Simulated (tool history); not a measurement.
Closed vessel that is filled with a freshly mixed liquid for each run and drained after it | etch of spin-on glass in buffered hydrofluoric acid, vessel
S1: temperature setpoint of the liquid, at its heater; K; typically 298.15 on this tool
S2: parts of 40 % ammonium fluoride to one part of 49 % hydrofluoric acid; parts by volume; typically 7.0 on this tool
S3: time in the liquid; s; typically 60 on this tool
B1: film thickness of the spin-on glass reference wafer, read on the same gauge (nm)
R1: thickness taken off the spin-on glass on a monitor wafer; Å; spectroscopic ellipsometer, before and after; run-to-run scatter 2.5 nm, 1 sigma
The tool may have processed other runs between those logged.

| run | hour | S1 | S2 | S3 | B1 | R1 |
|---|---|---|---|---|---|---|
| 1 | 0.0 | 298.15 | 7.0 | 60 | 40.18 | 5179.9 |
| 2 | 42.4 | 298.15 | 7.0 | 60 | 40.24 | 5233.7 |
| 3 | 109.3 | 298.15 | 7.0 | 60 | 40.32 | 5201.7 |
| 4 | 175.9 | 298.15 | 7.0 | 60 | 40.42 | 5249.6 |
| 5 | 201.6 | 298.15 | 7.0 | 60 | 40.51 | 5224.8 |
| 6 | 230.0 | 298.15 | 7.0 | 60 | 40.59 | 5257.7 |
| 7 | 275.3 | 298.15 | 7.0 | 60 | 40.67 | 5230.2 |
|  | 302.0 | hydrofluoric acid flow meter replaced |
| 8 | 334.7 | 298.15 | 7.0 | 50 | 40.83 | 4417.1 |
| 9 | 375.3 | 300.15 | 7.0 | 60 | 40.93 | 5821.2 |
|  | 412.8 | gauge calibrated |
| 10 | 418.7 | 301.15 | 7.0 | 60 | 39.89 | 6024.4 |
| 11 | 444.1 | 301.15 | 7.0 | 60 | 39.90 | 5999.5 |
| 12 | 508.8 | 298.15 | 7.0 | 60 | 39.96 | 5089.7 |
| 13 | 537.4 | 298.15 | 7.0 | 50 | 39.95 | 4289.7 |
| 14 | 588.8 | 301.65 | 5.0 | 70 | 39.96 | 9663.8 |
|  | 610.4 | thermometer replaced |
| 15 | 652.7 | 298.15 | 5.5 | 60 | 39.99 | 6353.5 |
| 16 | 686.1 | 296.65 | 8.0 | 30 | 40.04 | 2060.4 |
| 17 | 732.8 | 298.15 | 7.0 | 60 | 40.09 | 5191.8 |
| 18 | 778.3 | 296.65 | 5.5 | 90 | 40.17 | 8724.7 |
| 19 | 805.5 | 300.15 | 6.0 | 40 | 40.19 | 4385.5 |

5 options for the next run, each taken on its own from the tool as it stands now. Forecast them:
| A | 806.2 | 298.15 | 7.0 | 85 | ? | ? |
| B | 806.2 | 293.65 | 5.0 | 30 | ? | ? |
| C | 806.2 | 298.15 | 6.0 | 45 | ? | ? |
| D | 806.2 | 301.15 | 5.0 | 45 | ? | ? |
| E | 806.2 | 294.65 | 7.0 | 50 | ? | ? |

| run | B1 | R1 |
|---|---|---|
| A | 40.21 | 7312.7 |
| B | 40.21 | 2689.1 |
| C | 40.21 | 4424.5 |
| D | 40.21 | 6060.0 |
| E | 40.21 | 3551.9 |
Without the tool's hidden state the same runs would have given:
| run | R1 |
|---|---|
| A | 7278.1 |
| B | 2676.3 |
| C | 4403.5 |
| D | 6031.3 |
| E | 3535.0 |
